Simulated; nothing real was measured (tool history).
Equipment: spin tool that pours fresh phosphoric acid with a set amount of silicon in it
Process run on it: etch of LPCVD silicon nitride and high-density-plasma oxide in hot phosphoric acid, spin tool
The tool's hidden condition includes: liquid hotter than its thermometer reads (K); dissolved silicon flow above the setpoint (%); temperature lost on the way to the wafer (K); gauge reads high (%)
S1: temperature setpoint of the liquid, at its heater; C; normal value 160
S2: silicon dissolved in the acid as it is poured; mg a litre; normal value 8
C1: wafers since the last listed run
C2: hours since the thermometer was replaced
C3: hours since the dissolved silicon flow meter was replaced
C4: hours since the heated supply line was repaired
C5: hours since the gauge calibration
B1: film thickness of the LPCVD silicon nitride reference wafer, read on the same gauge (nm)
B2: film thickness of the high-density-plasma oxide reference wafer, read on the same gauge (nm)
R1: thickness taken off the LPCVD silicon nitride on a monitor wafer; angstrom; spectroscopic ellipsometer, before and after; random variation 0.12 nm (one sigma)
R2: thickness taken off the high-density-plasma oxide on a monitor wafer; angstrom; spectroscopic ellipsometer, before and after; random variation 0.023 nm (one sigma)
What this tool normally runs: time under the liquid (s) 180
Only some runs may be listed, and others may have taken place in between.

{"run": 1, "hour": 0.0, "S1": 160, "S2": 10.5, "time under the liquid (s)": 205, "C1": 0, "C2": 2555.4, "C3": 90.6, "C4": 1833.1, "C5": 2849.8, "B1": 100.01, "B2": 140.004, "R1": 177.9, "R2": 8.29}
{"run": 2, "hour": 96.3, "S1": 160, "S2": 10.5, "time under the liquid (s)": 205, "C1": 743, "C2": 2651.7, "C3": 186.9, "C4": 1929.4, "C5": 2946.1, "B1": 100.04, "B2": 139.992, "R1": 178.7, "R2": 8.21}
{"run": 3, "hour": 142.6, "S1": 160, "S2": 8, "time under the liquid (s)": 180, "C1": 357, "C2": 2698, "C3": 233.2, "C4": 1975.7, "C5": 2992.4, "B1": 100, "B2": 139.997, "R1": 156.4, "R2": 7.64}
{"hour": 143.8, "done": "thermometer replaced"}
{"run": 4, "hour": 226.0, "S1": 162, "S2": 8, "time under the liquid (s)": 180, "C1": 636, "C2": 82.2, "C3": 316.6, "C4": 2059.1, "C5": 3075.8, "B1": 99.99, "B2": 139.999, "R1": 167.3, "R2": 8.76}
{"run": 5, "hour": 326.6, "S1": 162.5, "S2": 8, "time under the liquid (s)": 180, "C1": 776, "C2": 182.8, "C3": 417.2, "C4": 2159.7, "C5": 3176.4, "B1": 99.97, "B2": 140.01, "R1": 168.2, "R2": 8.91}
{"run": 6, "hour": 391.0, "S1": 160, "S2": 8, "time under the liquid (s)": 180, "C1": 497, "C2": 247.2, "C3": 481.6, "C4": 2224.1, "C5": 3240.8, "B1": 100, "B2": 140.005, "R1": 156.5, "R2": 7.9}
{"run": 7, "hour": 484.6, "S1": 160, "S2": 14, "time under the liquid (s)": 250, "C1": 722, "C2": 340.8, "C3": 575.2, "C4": 2317.7, "C5": 3334.4, "B1": 100.04, "B2": 140.007, "R1": 217.1, "R2": 9.31}
{"hour": 516.9, "done": "dissolved silicon flow meter replaced"}
{"run": 8, "hour": 591.0, "S1": 160, "S2": 11.5, "time under the liquid (s)": 180, "C1": 813, "C2": 447.2, "C3": 74.1, "C4": 2424.1, "C5": 3440.8, "B1": 99.95, "B2": 139.998, "R1": 157.4, "R2": 7}
{"hour": 666.0, "done": "gauge calibrated"}
{"run": 9, "hour": 685.1, "S1": 158.5, "S2": 5.5, "time under the liquid (s)": 70, "C1": 726, "C2": 541.3, "C3": 168.2, "C4": 2518.2, "C5": 19.1, "B1": 100, "B2": 140.006, "R1": 58.2, "R2": 2.9}
{"run": 10, "hour": 777.7, "S1": 160, "S2": 1.5, "time under the liquid (s)": 180, "C1": 714, "C2": 633.9, "C3": 260.8, "C4": 2610.8, "C5": 111.7, "B1": 99.98, "B2": 140.011, "R1": 157.4, "R2": 8.68}
{"run": 11, "hour": 852.6, "S1": 162.5, "S2": 10.5, "time under the liquid (s)": 255, "C1": 578, "C2": 708.8, "C3": 335.7, "C4": 2685.7, "C5": 186.6, "B1": 99.99, "B2": 140.005, "R1": 243.5, "R2": 12.38}
{"run": 12, "hour": 902.9, "S1": 160, "S2": 14, "time under the liquid (s)": 180, "C1": 388, "C2": 759.1, "C3": 386, "C4": 2736, "C5": 236.9, "B1": 100, "B2": 140.002, "R1": 156.4, "R2": 6.31}
{"hour": 932.3, "done": "heated supply line repaired"}
{"run": 13, "hour": 981.9, "S1": 160, "S2": 2.5, "time under the liquid (s)": 180, "C1": 602, "C2": 838.1, "C3": 465, "C4": 49.6, "C5": 315.9, "B1": 100.06, "B2": 140.003, "R1": 157.5, "R2": 8.61}
{"run": 14, "hour": 1087.3, "S1": 162, "S2": 12, "time under the liquid (s)": 180, "C1": 813, "C2": 943.5, "C3": 570.4, "C4": 155, "C5": 421.3, "B1": 100, "B2": 140.011, "R1": 165.6, "R2": 8.12}
{"run": 15, "hour": 1167.0, "S1": 162, "S2": 3, "time under the liquid (s)": 225, "C1": 615, "C2": 1023.2, "C3": 650.1, "C4": 234.7, "C5": 501, "B1": 100.03, "B2": 140.015, "R1": 208.3, "R2": 11.98}
{"run": 16, "hour": 1213.6, "S1": 158, "S2": 6.5, "time under the liquid (s)": 235, "C1": 359, "C2": 1069.8, "C3": 696.7, "C4": 281.3, "C5": 547.6, "B1": 100, "B2": 139.998, "R1": 189.6, "R2": 8.61}
{"hour": 1215.7, "done": "dissolved silicon flow meter replaced"}
{"run": 17, "hour": 1252.0, "S1": 160, "S2": 8, "time under the liquid (s)": 180, "C1": 288, "C2": 1108.2, "C3": 36.3, "C4": 319.7, "C5": 586, "B1": 100.01, "B2": 140.017, "R1": 157.3, "R2": 7.96}
{"run": 18, "hour": 1337.5, "S1": 160, "S2": 8, "time under the liquid (s)": 180, "C1": 659, "C2": 1193.7, "C3": 121.8, "C4": 405.2, "C5": 671.5, "B1": 100, "B2": 140.01, "R1": 156.2, "R2": 7.63}
{"run": 19, "hour": 1443.2, "S1": 160, "S2": 8, "time under the liquid (s)": 180, "C1": 815, "C2": 1299.4, "C3": 227.5, "C4": 510.9, "C5": 777.2, "B1": 99.96, "B2": 140.01, "R1": 157.5, "R2": 7.31}
{"run": 20, "hour": 1673.4, "S1": 160, "S2": 6, "time under the liquid (s)": 180, "C1": 1776, "C2": 1529.6, "C3": 457.7, "C4": 741.1, "C5": 1007.4, "B1": 99.99, "B2": 139.991, "R1": 157.4, "R2": 7.89}
{"run": 21, "hour": 1777.2, "S1": 157.5, "S2": 9.5, "time under the liquid (s)": 75, "C1": 801, "C2": 1633.4, "C3": 561.5, "C4": 844.9, "C5": 1111.2, "B1": 100.04, "B2": 139.996, "R1": 60.4, "R2": 2.69}
{"hour": 1848.9, "done": "dissolved silicon flow meter replaced"}
{"run": 22, "hour": 1863.5, "S1": 160, "S2": 8, "time under the liquid (s)": 260, "C1": 658, "C2": 1719.7, "C3": 14.6, "C4": 931.2, "C5": 1197.5, "B1": 100.04, "B2": 139.99, "R1": 225.1, "R2": 10.75}

Take each entry between the runs: how does the hidden state at the last listed run before it differ from the hidden state at the first listed run after it?
In the gap between runs 3 and 4: thermometer replaced (hour 143.8)
  the hidden state is the same at both runs
In the gap between runs 7 and 8: dissolved silicon flow meter replaced (hour 516.9)
  the hidden state is the same at both runs
In the gap between runs 8 and 9: gauge calibrated (hour 666)
  the hidden state is the same at both runs
In the gap between runs 12 and 13: heated supply line repaired (hour 932.3)
  the hidden state is the same at both runs
In the gap between runs 16 and 17: dissolved silicon flow meter replaced (hour 1215.7)
  the hidden state is the same at both runs
In the gap between runs 21 and 22: dissolved silicon flow meter replaced (hour 1848.9)
  the hidden state is the same at both runs
